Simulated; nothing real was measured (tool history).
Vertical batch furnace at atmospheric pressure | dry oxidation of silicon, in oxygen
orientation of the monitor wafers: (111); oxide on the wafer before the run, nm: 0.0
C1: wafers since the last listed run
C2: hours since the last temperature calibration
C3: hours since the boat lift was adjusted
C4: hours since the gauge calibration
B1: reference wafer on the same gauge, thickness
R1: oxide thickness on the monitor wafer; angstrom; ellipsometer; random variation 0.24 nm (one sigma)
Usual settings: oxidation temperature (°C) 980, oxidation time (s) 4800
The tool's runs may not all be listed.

{"run": 1, "hour": 0.0, "oxidation temperature (°C)": 980, "oxidation time (s)": 4800, "C1": 0, "C2": 1209.5, "C3": 3261.5, "C4": 1232.4, "B1": 79.07, "R1": 694.6}
{"hour": 10.4, "done": "gauge calibrated"}
{"run": 2, "hour": 58.8, "oxidation temperature (°C)": 980, "oxidation time (s)": 4800, "C1": 900, "C2": 1268.3, "C3": 3320.3, "C4": 48.4, "B1": 79.1, "R1": 693.8}
{"run": 3, "hour": 129.2, "oxidation temperature (°C)": 980, "oxidation time (s)": 4800, "C1": 1078, "C2": 1338.7, "C3": 3390.7, "C4": 118.8, "B1": 79.09, "R1": 692.2}
{"run": 4, "hour": 174.8, "oxidation temperature (°C)": 996, "oxidation time (s)": 4800, "C1": 698, "C2": 1384.3, "C3": 3436.3, "C4": 164.4, "B1": 79.08, "R1": 784.3}
{"run": 5, "hour": 206.6, "oxidation temperature (°C)": 980, "oxidation time (s)": 4800, "C1": 486, "C2": 1416.1, "C3": 3468.1, "C4": 196.2, "B1": 78.99, "R1": 697}
{"run": 6, "hour": 241.7, "oxidation temperature (°C)": 980, "oxidation time (s)": 4800, "C1": 537, "C2": 1451.2, "C3": 3503.2, "C4": 231.3, "B1": 79.15, "R1": 698.8}
{"run": 7, "hour": 304.7, "oxidation temperature (°C)": 973, "oxidation time (s)": 4800, "C1": 964, "C2": 1514.2, "C3": 3566.2, "C4": 294.3, "B1": 79.1, "R1": 661.4}
{"run": 8, "hour": 344.0, "oxidation temperature (°C)": 973, "oxidation time (s)": 4800, "C1": 601, "C2": 1553.5, "C3": 3605.5, "C4": 333.6, "B1": 79.1, "R1": 662.7}
{"run": 9, "hour": 403.9, "oxidation temperature (°C)": 973, "oxidation time (s)": 4800, "C1": 917, "C2": 1613.4, "C3": 3665.4, "C4": 393.5, "B1": 79.02, "R1": 659.3}
{"run": 10, "hour": 431.3, "oxidation temperature (°C)": 980, "oxidation time (s)": 4800, "C1": 419, "C2": 1640.8, "C3": 3692.8, "C4": 420.9, "B1": 79.05, "R1": 695.6}
{"run": 11, "hour": 500.1, "oxidation temperature (°C)": 980, "oxidation time (s)": 4800, "C1": 1053, "C2": 1709.6, "C3": 3761.6, "C4": 489.7, "B1": 79.01, "R1": 697.7}
{"run": 12, "hour": 566.0, "oxidation temperature (°C)": 980, "oxidation time (s)": 4800, "C1": 1009, "C2": 1775.5, "C3": 3827.5, "C4": 555.6, "B1": 79.11, "R1": 694.4}
{"run": 13, "hour": 618.0, "oxidation temperature (°C)": 980, "oxidation time (s)": 4800, "C1": 796, "C2": 1827.5, "C3": 3879.5, "C4": 607.6, "B1": 78.98, "R1": 697.9}
{"run": 14, "hour": 668.9, "oxidation temperature (°C)": 980, "oxidation time (s)": 4800, "C1": 779, "C2": 1878.4, "C3": 3930.4, "C4": 658.5, "B1": 79.15, "R1": 693}
{"run": 15, "hour": 710.0, "oxidation temperature (°C)": 980, "oxidation time (s)": 4800, "C1": 629, "C2": 1919.5, "C3": 3971.5, "C4": 699.6, "B1": 79.11, "R1": 695.1}
{"run": 16, "hour": 751.7, "oxidation temperature (°C)": 980, "oxidation time (s)": 4800, "C1": 638, "C2": 1961.2, "C3": 4013.2, "C4": 741.3, "B1": 79.08, "R1": 696.8}
{"run": 17, "hour": 808.8, "oxidation temperature (°C)": 980, "oxidation time (s)": 4800, "C1": 874, "C2": 2018.3, "C3": 4070.3, "C4": 798.4, "B1": 79.01, "R1": 699.7}
{"run": 18, "hour": 842.3, "oxidation temperature (°C)": 980, "oxidation time (s)": 4800, "C1": 513, "C2": 2051.8, "C3": 4103.8, "C4": 831.9, "B1": 79.14, "R1": 699.6}
{"run": 19, "hour": 901.2, "oxidation temperature (°C)": 980, "oxidation time (s)": 4800, "C1": 901, "C2": 2110.7, "C3": 4162.7, "C4": 890.8, "B1": 79.06, "R1": 690.9}
{"hour": 942.7, "done": "thermocouples replaced and temperature profile calibrated"}
{"run": 20, "hour": 943.2, "oxidation temperature (°C)": 1000, "oxidation time (s)": 3930, "C1": 275, "C2": 0.5, "C3": 4204.7, "C4": 932.8, "B1": 79.08, "R1": 707}
{"run": 21, "hour": 993.7, "oxidation temperature (°C)": 980, "oxidation time (s)": 4800, "C1": 773, "C2": 51, "C3": 4255.2, "C4": 983.3, "B1": 79.05, "R1": 692.8}
{"run": 22, "hour": 1049.7, "oxidation temperature (°C)": 980, "oxidation time (s)": 4800, "C1": 857, "C2": 107, "C3": 4311.2, "C4": 1039.3, "B1": 79.05, "R1": 696.3}
{"run": 23, "hour": 1085.6, "oxidation temperature (°C)": 980, "oxidation time (s)": 4800, "C1": 549, "C2": 142.9, "C3": 4347.1, "C4": 1075.2, "B1": 79.06, "R1": 698.5}

Forecast run 24:
{"run": 24, "hour": 1119.0, "oxidation temperature (°C)": 973, "oxidation time (s)": 3150, "C1": 511, "C2": 176.3, "C3": 4380.5, "C4": 1108.6, "B1": "?", "R1": "?"}

{"run 24": {"B1": 79.19, "R1": 496.6}}
Without the tool's hidden state the same run would have given R1 496.6 angstrom.
